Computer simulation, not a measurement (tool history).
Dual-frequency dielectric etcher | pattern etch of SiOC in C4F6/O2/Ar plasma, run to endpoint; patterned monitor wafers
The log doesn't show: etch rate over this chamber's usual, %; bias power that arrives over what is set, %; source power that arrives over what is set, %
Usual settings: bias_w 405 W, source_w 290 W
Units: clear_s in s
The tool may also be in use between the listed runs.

run     day  bias_w  source_w  wafers since the last listed run  hours since the last wet clean  hours since the last bias power generator calibration  hours since the last source power generator calibration  hours since the last upper electrode change  incoming incoming film thickness, nm  clear_s
  1       0     405       290                                 0                           454.2                                                 3147.4                                                   2554.7                                         2811                                 35.48     12.7
  2   0.292     405       290                               130                           461.2                                                 3154.4                                                   2561.7                                         2818                                 35.52     12.8
  3   1.033     405       290                               330                             479                                                 3172.2                                                   2579.5                                       2835.8                                 35.25     12.5
  4   1.371     479       290                               150                           487.1                                                 3180.3                                                   2587.6                                       2843.9                                 35.49     11.6
  5   1.696     479       290                               144                           494.9                                                 3188.1                                                   2595.4                                       2851.7                                 35.46     11.6
  6       2     479       290                               135                           502.2                                                 3195.4                                                   2602.7                                         2859                                 35.36     11.4
  7   2.421     405       290                               187                           512.3                                                 3205.5                                                   2612.8                                       2869.1                                 35.26     12.5
  8   2.867     405       290                               198                             523                                                 3216.2                                                   2623.5                                       2879.8                                 35.72     12.7
  9   3.358     405       290                               219                           534.8                                                   3228                                                   2635.3                                       2891.6                                 35.35     12.8
 10   3.821     405       290                               206                           545.9                                                 3239.1                                                   2646.4                                       2902.7                                 35.35     12.8
 11   5.683     438       290                               830                           590.6                                                 3283.8                                                   2691.1                                       2947.4                                 35.37       12
      6.117  -- bias power generator calibrated
 12   6.408     438       290                               249                             608                                                      7                                                   2708.5                                       2964.8                                  35.9     12.3
 13   7.917     438       290                               672                           644.2                                                   43.2                                                   2744.7                                         3001                                 35.41     12.1
      9.121  -- wet clean of the chamber
        9.5  -- upper electrode replaced
 14   9.521     405       290                               100                             9.6                                                   81.7                                                   2783.2                                          0.5                                 35.15       13
 15   9.533     503       290                                 5                             9.9                                                     82                                                   2783.5                                          0.8                                 35.21     11.5
 16    9.55     503       290                                 7                            10.3                                                   82.4                                                   2783.9                                          1.2                                  35.6     11.7
 17   9.808     405       290                               115                            16.5                                                   88.6                                                   2790.1                                          7.4                                 35.47     13.2
 18  10.271     350       330                               206                            27.6                                                   99.7                                                   2801.2                                         18.5                                 35.27     13.5
     10.533  -- source power generator calibrated
 19    10.6     320       250                                72                            35.5                                                  107.6                                                      1.6                                         26.4                                 34.96     15.9
 20  11.283     465       270                               304                            51.9                                                    124                                                       18                                         42.8                                 35.14     12.4
 21  12.017     495       260                               327                            69.5                                                  141.6                                                     35.6                                         60.4                                 35.75     12.4
 22  12.417     446       290                               178                            79.1                                                  151.2                                                     45.2                                           70                                 35.24     12.3
 23  14.354     472       320                               864                           125.6                                                  197.7                                                     91.7                                        116.5                                 35.58     11.4
 24  14.892     405       290                               239                           138.5                                                  210.6                                                    104.6                                        129.4                                 35.43     13.1
 25  15.525     405       290                               282                           153.7                                                  225.8                                                    119.8                                        144.6                                 35.25     13.1
 26  16.262     405       290                               329                           171.4                                                  243.5                                                    137.5                                        162.3                                  35.7     13.1
 27  16.671     445       310                               182                           181.2                                                  253.3                                                    147.3                                        172.1                                 35.36     11.9
 28  16.971     503       250                               133                           188.4                                                  260.5                                                    154.5                                        179.3                                 35.67     12.4
 29  17.588     338       270                               275                           203.2                                                  275.3                                                    169.3                                        194.1                                  35.6     14.9

5 ways to go on from here, each from the tool as it stands after run 29. What would each give?
  A  17.604     331       290                                 7                           203.6                                                  275.7                                                    169.7                                        194.5                                  35.5        ?
  B  17.604     492       290                                 7                           203.6                                                  275.7                                                    169.7                                        194.5                                  35.5        ?
  C  17.604     505       310                                 7                           203.6                                                  275.7                                                    169.7                                        194.5                                  35.5        ?
  D  17.604     405       270                                 7                           203.6                                                  275.7                                                    169.7                                        194.5                                  35.5        ?
  E  17.604     348       260                                 7                           203.6                                                  275.7                                                    169.7                                        194.5                                  35.5        ?

run  clear_s
  A     14.7
  B     11.8
  C     11.3
  D     13.5
  E       15
Without the tool's hidden state the same runs would have given:
run  clear_s
  A     14.9
  B       12
  C     11.5
  D     13.7
  E     15.2
